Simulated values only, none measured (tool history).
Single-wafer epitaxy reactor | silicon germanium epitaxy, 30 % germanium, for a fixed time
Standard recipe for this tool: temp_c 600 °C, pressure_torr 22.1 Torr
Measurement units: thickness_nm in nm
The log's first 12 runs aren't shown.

| run | day | temp_c | pressure_torr | read-back reference wafer on the same gauge, thickness_nm | thickness_nm |
|---|---|---|---|---|---|
| 13 | 32.958 | 600 | 23.7 | 71.085 | 59.546 |
| 14 | 35.129 | 600 | 23.7 | 71.176 | 59.223 |
| 15 | 38.367 | 600 | 22.1 | 71.185 | 57.722 |
| 16 | 41.362 | 600 | 22.1 | 71.177 | 57.278 |
| 17 | 45.392 | 588 | 19.7 | 71.120 | 45.651 |
|  | 47.454 | showerhead replaced |
| 18 | 47.708 | 595 | 22.1 | 71.097 | 53.227 |
| 19 | 50.388 | 586 | 24.3 | 71.320 | 46.881 |
|  | 53.821 | gauge calibrated |
| 20 | 53.975 | 600 | 22.1 | 71.158 | 57.500 |
| 21 | 55.967 | 604 | 22.1 | 71.240 | 60.858 |
| 22 | 59.754 | 593 | 17.2 | 71.116 | 47.745 |
| 23 | 62.042 | 594 | 22.1 | 71.279 | 51.694 |
| 24 | 64.129 | 600 | 24.3 | 71.284 | 59.109 |
|  | 66.642 | pyrometer calibrated |
| 25 | 67.842 | 612 | 20.5 | 71.110 | 71.548 |
|  | 73.558 | capacitance manometer re-zeroed and calibrated |
| 26 | 74.333 | 606 | 26.9 | 71.236 | 70.152 |
| 27 | 75.992 | 592 | 17.6 | 71.184 | 48.736 |
| 28 | 79.792 | 594 | 18.9 | 71.063 | 51.596 |

What does the tool deliver on the next run?
| 29 | 81.771 | 600 | 19.1 | ? | ? |

{"run 29": {"read-back reference wafer on the same gauge, thickness_nm": 71.154, "thickness_nm": 56.645}}
Were there no unlogged condition in the tool, this run, its random variation unchanged, would have produced thickness_nm 57.847 nm.
